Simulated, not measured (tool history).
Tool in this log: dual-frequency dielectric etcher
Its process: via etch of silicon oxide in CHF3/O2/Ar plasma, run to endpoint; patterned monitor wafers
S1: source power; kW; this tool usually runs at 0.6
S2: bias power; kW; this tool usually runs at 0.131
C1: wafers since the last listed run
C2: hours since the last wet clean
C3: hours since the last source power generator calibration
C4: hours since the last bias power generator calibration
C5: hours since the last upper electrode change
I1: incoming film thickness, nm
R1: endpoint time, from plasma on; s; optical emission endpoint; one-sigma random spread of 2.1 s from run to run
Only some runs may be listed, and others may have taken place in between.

run   hour    S1     S2   C1     C2      C3      C4      C5     I1     R1
  1      0  0.65  0.131    0  225.6  2131.7  4247.9  2736.3  499.6  302.9
  2   32.7   0.6  0.131   99  258.3  2164.4  4280.6    2769  506.6  313.4
  3   63.7   0.6  0.131   94  289.3  2195.4  4311.6    2800  507.8  318.1
  4   76.6   0.6  0.131   39  302.2  2208.3  4324.5  2812.9  505.4  315.6
     116.3  -- upper electrode replaced
  5  116.8   0.6  0.131   49  342.4  2248.5  4364.7     0.5  503.2  317.4
  6  128.3  0.51  0.131   34  353.9    2260  4376.2      12  503.3  331.7
  7  157.7  0.51  0.131   89  383.3  2289.4  4405.6    41.4  506.6  341.5
  8  190.6  0.71  0.131  100  416.2  2322.3  4438.5    74.3    508  303.3
     203.8  -- source power generator calibrated
       222  -- wet clean of the chamber
  9  222.5  0.47  0.131   29    0.5    18.7  4470.4   106.2  499.8    325
 10    236   0.7  0.104   41     14    32.2  4483.9   119.7  498.5    304
       242  -- bias power generator calibrated
 11  254.6   0.7  0.099   44   32.6    50.8    12.6   138.3  503.9  311.2
 12  295.7  0.64  0.143  125   73.7    91.9    53.7   179.4  509.4  299.7
 13  359.2   0.6  0.131  193  137.2   155.4   117.2   242.9  507.7  310.8
 14  374.1   0.6  0.131   45  152.1   170.3   132.1   257.8  505.3  313.2

Run by run, hidden condition taken away, random variation retained:
Unlogged tool condition in this case: etch rate over this chamber's usual, %; source power that arrives over what is set, %; bias power that arrives over what is set, %.
run     R1
  1  295.4
  2  304.8
  3  308.3
  4  305.6
  5  306.2
  6  319.5
  7  328.1
  8  290.5
  9  326.1
 10  304.6
 11  311.3
 12  298.6
 13  307.8
 14  309.8
